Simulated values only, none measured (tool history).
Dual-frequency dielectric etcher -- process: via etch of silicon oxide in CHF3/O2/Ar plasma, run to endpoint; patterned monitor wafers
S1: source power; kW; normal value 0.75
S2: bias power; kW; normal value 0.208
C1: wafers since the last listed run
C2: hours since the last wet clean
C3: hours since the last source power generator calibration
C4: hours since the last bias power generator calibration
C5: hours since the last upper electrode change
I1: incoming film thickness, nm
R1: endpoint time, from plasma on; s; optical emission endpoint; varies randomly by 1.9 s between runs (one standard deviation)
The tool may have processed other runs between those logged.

| run | hour | S1 | S2 | C1 | C2 | C3 | C4 | C5 | I1 | R1 |
|---|---|---|---|---|---|---|---|---|---|---|
| 1 | 0 | 0.86 | 0.247 | 0 | 410.9 | 1000.8 | 2894.5 | 1419.8 | 669.9 | 264.1 |
| 2 | 80 | 0.86 | 0.247 | 418 | 490.9 | 1080.8 | 2974.5 | 1499.8 | 666.7 | 264.6 |
| 3 | 124.2 | 0.75 | 0.196 | 231 | 535.1 | 1125 | 3018.7 | 1544 | 668.4 | 308.4 |
| 4 | 184 | 0.75 | 0.196 | 313 | 594.9 | 1184.8 | 3078.5 | 1603.8 | 666.8 | 307.1 |
|  | 213.2 | wet clean of the chamber |
| 5 | 286.6 | 0.69 | 0.208 | 411 | 73.4 | 1287.4 | 3181.1 | 1706.4 | 669.6 | 319.7 |
| 6 | 326.4 | 0.69 | 0.208 | 208 | 113.2 | 1327.2 | 3220.9 | 1746.2 | 668 | 311.6 |
| 7 | 431 | 0.75 | 0.208 | 547 | 217.8 | 1431.8 | 3325.5 | 1850.8 | 659.9 | 298.8 |
| 8 | 528.5 | 0.75 | 0.208 | 510 | 315.3 | 1529.3 | 3423 | 1948.3 | 667.1 | 304.1 |
|  | 714.7 | wet clean of the chamber |
| 9 | 715.2 | 0.75 | 0.208 | 852 | 0.5 | 1716 | 3609.7 | 2135 | 671.6 | 305 |
| 10 | 745.2 | 0.83 | 0.208 | 157 | 30.5 | 1746 | 3639.7 | 2165 | 672 | 288.9 |
| 11 | 827.3 | 0.75 | 0.208 | 429 | 112.6 | 1828.1 | 3721.8 | 2247.1 | 672.4 | 303.3 |
|  | 895.8 | bias power generator calibrated |
| 12 | 933.9 | 0.75 | 0.208 | 537 | 219.2 | 1934.7 | 38.1 | 2353.7 | 670.2 | 307.3 |
| 13 | 978.5 | 0.75 | 0.208 | 233 | 263.8 | 1979.3 | 82.7 | 2398.3 | 671.7 | 307.4 |
| 14 | 1035.3 | 0.75 | 0.169 | 297 | 320.6 | 2036.1 | 139.5 | 2455.1 | 671.6 | 330.2 |
| 15 | 1092.6 | 0.75 | 0.169 | 300 | 377.9 | 2093.4 | 196.8 | 2512.4 | 664.9 | 325.1 |
| 16 | 1186.5 | 0.75 | 0.208 | 491 | 471.8 | 2187.3 | 290.7 | 2606.3 | 670 | 300.8 |
| 17 | 1259.9 | 0.75 | 0.208 | 384 | 545.2 | 2260.7 | 364.1 | 2679.7 | 665.3 | 299.9 |
|  | 1322 | wet clean of the chamber |
|  | 1361.4 | upper electrode replaced |
| 18 | 1361.9 | 0.75 | 0.208 | 282 | 39.9 | 2362.7 | 466.1 | 0.5 | 674.6 | 304.5 |
| 19 | 1420.6 | 0.75 | 0.221 | 307 | 98.6 | 2421.4 | 524.8 | 59.2 | 663.7 | 295.5 |
| 20 | 1520.6 | 0.66 | 0.191 | 523 | 198.6 | 2521.4 | 624.8 | 159.2 | 676.6 | 336.6 |
|  | 1687.7 | source power generator calibrated |
| 21 | 1817.9 | 0.83 | 0.171 | 1536 | 495.9 | 130.2 | 922.1 | 456.5 | 669.5 | 304.8 |
|  | 1879.7 | wet clean of the chamber |
| 22 | 1894.9 | 0.75 | 0.208 | 277 | 15.2 | 207.2 | 999.1 | 533.5 | 667.2 | 299.4 |
| 23 | 1963.4 | 0.75 | 0.208 | 358 | 83.7 | 275.7 | 1067.6 | 602 | 666.5 | 297.6 |
| 24 | 2009.9 | 0.75 | 0.208 | 243 | 130.2 | 322.2 | 1114.1 | 648.5 | 668.7 | 297.1 |
| 25 | 2095.4 | 0.67 | 0.246 | 447 | 215.7 | 407.7 | 1199.6 | 734 | 662.1 | 293.4 |
| 26 | 2140.4 | 0.75 | 0.208 | 235 | 260.7 | 452.7 | 1244.6 | 779 | 662 | 295.1 |
| 27 | 2246.6 | 0.75 | 0.208 | 556 | 366.9 | 558.9 | 1350.8 | 885.2 | 664.5 | 295.4 |
| 28 | 2331.3 | 0.58 | 0.181 | 443 | 451.6 | 643.6 | 1435.5 | 969.9 | 673.5 | 369.2 |
| 29 | 2416.2 | 0.92 | 0.208 | 444 | 536.5 | 728.5 | 1520.4 | 1054.8 | 670.4 | 273.2 |
| 30 | 2452.8 | 0.87 | 0.256 | 191 | 573.1 | 765.1 | 1557 | 1091.4 | 670 | 258.8 |
|  | 2509.1 | wet clean of the chamber |
| 31 | 2509.9 | 0.75 | 0.208 | 173 | 0.8 | 822.2 | 1614.1 | 1148.5 | 663.8 | 300.5 |
| 32 | 2613.2 | 0.58 | 0.255 | 541 | 104.1 | 925.5 | 1717.4 | 1251.8 | 676.6 | 320.8 |
| 33 | 2710.4 | 0.75 | 0.224 | 509 | 201.3 | 1022.7 | 1814.6 | 1349 | 672.4 | 294.4 |
| 34 | 2793.3 | 0.6 | 0.187 | 434 | 284.2 | 1105.6 | 1897.5 | 1431.9 | 673.2 | 360.9 |

Some steps in R1 between neighbouring runs. How much of each would the tool show without its hidden state too (settings, what came in, random variation), and how much is left for the hidden state, with any gauge scatter that isn't in both results?
Hidden conditions of the tool in this case: etch rate over this chamber's usual, %; source power that arrives over what is set, %; bias power that arrives over what is set, %.
Run 20 -> 21: S1 0.66 -> 0.83, S2 0.191 -> 0.171, source power generator calibrated. R1 -31.8 s: hidden state -7.4, all else -24.4.
Run 27 -> 28: S1 0.75 -> 0.58, S2 0.208 -> 0.181. R1 +73.8 s: hidden state +1.6, all else +72.2.
Run 28 -> 29: S1 0.58 -> 0.92, S2 0.181 -> 0.208. R1 -96 s: hidden state -1.2, all else -94.8.
Run 33 -> 34: S1 0.75 -> 0.6, S2 0.224 -> 0.187. R1 +66.5 s: hidden state +1.8, all else +64.7.
